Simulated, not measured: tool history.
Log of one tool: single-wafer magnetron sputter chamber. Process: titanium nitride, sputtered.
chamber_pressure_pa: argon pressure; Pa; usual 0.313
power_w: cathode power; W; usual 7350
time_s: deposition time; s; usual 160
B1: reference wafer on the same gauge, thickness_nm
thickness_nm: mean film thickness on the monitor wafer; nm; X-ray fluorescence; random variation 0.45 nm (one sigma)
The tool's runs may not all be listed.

run 1 day=0 | chamber_pressure_pa=0.313 power_w=7350 time_s=160 | B1=261.916 | thickness_nm=221.09
run 2 day=2.946 | chamber_pressure_pa=0.313 power_w=7350 time_s=160 | B1=261.781 | thickness_nm=220.699
run 3 day=5.638 | chamber_pressure_pa=0.403 power_w=7350 time_s=160 | B1=261.837 | thickness_nm=208.438
run 4 day=7.475 | chamber_pressure_pa=0.313 power_w=7350 time_s=160 | B1=262.217 | thickness_nm=220.866
run 5 day=9.312 | chamber_pressure_pa=0.313 power_w=7350 time_s=160 | B1=262.012 | thickness_nm=220.163
run 6 day=10.621 | chamber_pressure_pa=0.313 power_w=8450 time_s=160 | B1=261.838 | thickness_nm=241.57
run 7 day=12.492 | chamber_pressure_pa=0.313 power_w=7350 time_s=160 | B1=262.001 | thickness_nm=219.603
run 8 day=13.808 | chamber_pressure_pa=0.313 power_w=8150 time_s=146 | B1=262.108 | thickness_nm=214.782
run 9 day=14.983 | chamber_pressure_pa=0.313 power_w=8150 time_s=146 | B1=262.013 | thickness_nm=214.757
-- day=16.708 capacitance manometer re-zeroed and calibrated
run 10 day=16.729 | chamber_pressure_pa=0.313 power_w=7350 time_s=160 | B1=262.075 | thickness_nm=222.093
run 11 day=18.4 | chamber_pressure_pa=0.313 power_w=6300 time_s=160 | B1=262.026 | thickness_nm=201.204
-- day=20.075 gauge calibrated
-- day=21.392 sputter target and shields replaced
run 12 day=21.412 | chamber_pressure_pa=0.313 power_w=7350 time_s=160 | B1=262.205 | thickness_nm=223.429
run 13 day=24.008 | chamber_pressure_pa=0.313 power_w=7350 time_s=160 | B1=261.796 | thickness_nm=222.875
run 14 day=25.438 | chamber_pressure_pa=0.313 power_w=7350 time_s=160 | B1=262.028 | thickness_nm=223.457
run 15 day=28.225 | chamber_pressure_pa=0.313 power_w=5750 time_s=151 | B1=262.323 | thickness_nm=180.435
run 16 day=29.85 | chamber_pressure_pa=0.313 power_w=8150 time_s=146 | B1=262.022 | thickness_nm=217.797
run 17 day=32 | chamber_pressure_pa=0.281 power_w=7350 time_s=129 | B1=262.183 | thickness_nm=182.934
run 18 day=34.712 | chamber_pressure_pa=0.313 power_w=7350 time_s=181 | B1=261.898 | thickness_nm=251.111
-- day=37.204 magnet pack replaced
run 19 day=37.325 | chamber_pressure_pa=0.208 power_w=7350 time_s=160 | B1=261.96 | thickness_nm=237.986
run 20 day=38.838 | chamber_pressure_pa=0.418 power_w=6750 time_s=160 | B1=262.094 | thickness_nm=196.513
run 21 day=39.858 | chamber_pressure_pa=0.241 power_w=7350 time_s=144 | B1=262.057 | thickness_nm=209.113
run 22 day=42.654 | chamber_pressure_pa=0.249 power_w=8900 time_s=174 | B1=262.054 | thickness_nm=284.615
-- day=44.421 sputter target and shields replaced
run 23 day=44.442 | chamber_pressure_pa=0.313 power_w=7350 time_s=160 | B1=262.025 | thickness_nm=221.782
run 24 day=47.212 | chamber_pressure_pa=0.229 power_w=8100 time_s=144 | B1=262.071 | thickness_nm=225.872
run 25 day=48.467 | chamber_pressure_pa=0.417 power_w=5950 time_s=129 | B1=262.187 | thickness_nm=146.066
run 26 day=50.696 | chamber_pressure_pa=0.313 power_w=7800 time_s=169 | B1=262.025 | thickness_nm=243.201
run 27 day=51.946 | chamber_pressure_pa=0.431 power_w=6650 time_s=141 | B1=262.149 | thickness_nm=169.417
run 28 day=53.4 | chamber_pressure_pa=0.229 power_w=8100 time_s=144 | B1=261.676 | thickness_nm=225.489
run 29 day=55.775 | chamber_pressure_pa=0.387 power_w=6900 time_s=160 | B1=261.969 | thickness_nm=202.633
run 30 day=57.025 | chamber_pressure_pa=0.249 power_w=8650 time_s=186 | B1=261.667 | thickness_nm=299.094
run 31 day=58.479 | chamber_pressure_pa=0.313 power_w=8450 time_s=146 | B1=262.026 | thickness_nm=222.021
run 32 day=60.808 | chamber_pressure_pa=0.251 power_w=7350 time_s=160 | B1=262.12 | thickness_nm=230.507
run 33 day=62.617 | chamber_pressure_pa=0.368 power_w=8900 time_s=175 | B1=262.012 | thickness_nm=265.054
run 34 day=65.429 | chamber_pressure_pa=0.313 power_w=7350 time_s=160 | B1=262.025 | thickness_nm=220.579

Hidden state or all else? Some run-to-run changes of thickness_nm, split into what the settings, what came in and random variation would give without the hidden state, and what is left for the hidden state (with any gauge scatter that isn't in both results):
The hidden state here: deposition rate above that of a new target (%); true argon pressure above the setpoint (%); gauge reads high (%).
Run 9 -> 10: power_w 8150 -> 7350, time_s 146 -> 160, capacitance manometer re-zeroed and calibrated. thickness_nm +7.336 nm: hidden state +2.194, all else +5.142.
Run 11 -> 12: power_w 6300 -> 7350, gauge calibrated, sputter target and shields replaced. thickness_nm +22.225 nm: hidden state +1.593, all else +20.632.
Run 24 -> 25: chamber_pressure_pa 0.229 -> 0.417, power_w 8100 -> 5950, time_s 144 -> 129. thickness_nm -79.806 nm: hidden state -0.518, all else -79.288.
Run 25 -> 26: chamber_pressure_pa 0.417 -> 0.313, power_w 5950 -> 7800, time_s 129 -> 169. thickness_nm +97.135 nm: hidden state -0.359, all else +97.494.
Run 29 -> 30: chamber_pressure_pa 0.387 -> 0.249, power_w 6900 -> 8650, time_s 160 -> 186. thickness_nm +96.461 nm: hidden state +0.165, all else +96.296.
Run 32 -> 33: chamber_pressure_pa 0.251 -> 0.368, power_w 7350 -> 8900, time_s 160 -> 175. thickness_nm +34.547 nm: hidden state -1.688, all else +36.235.
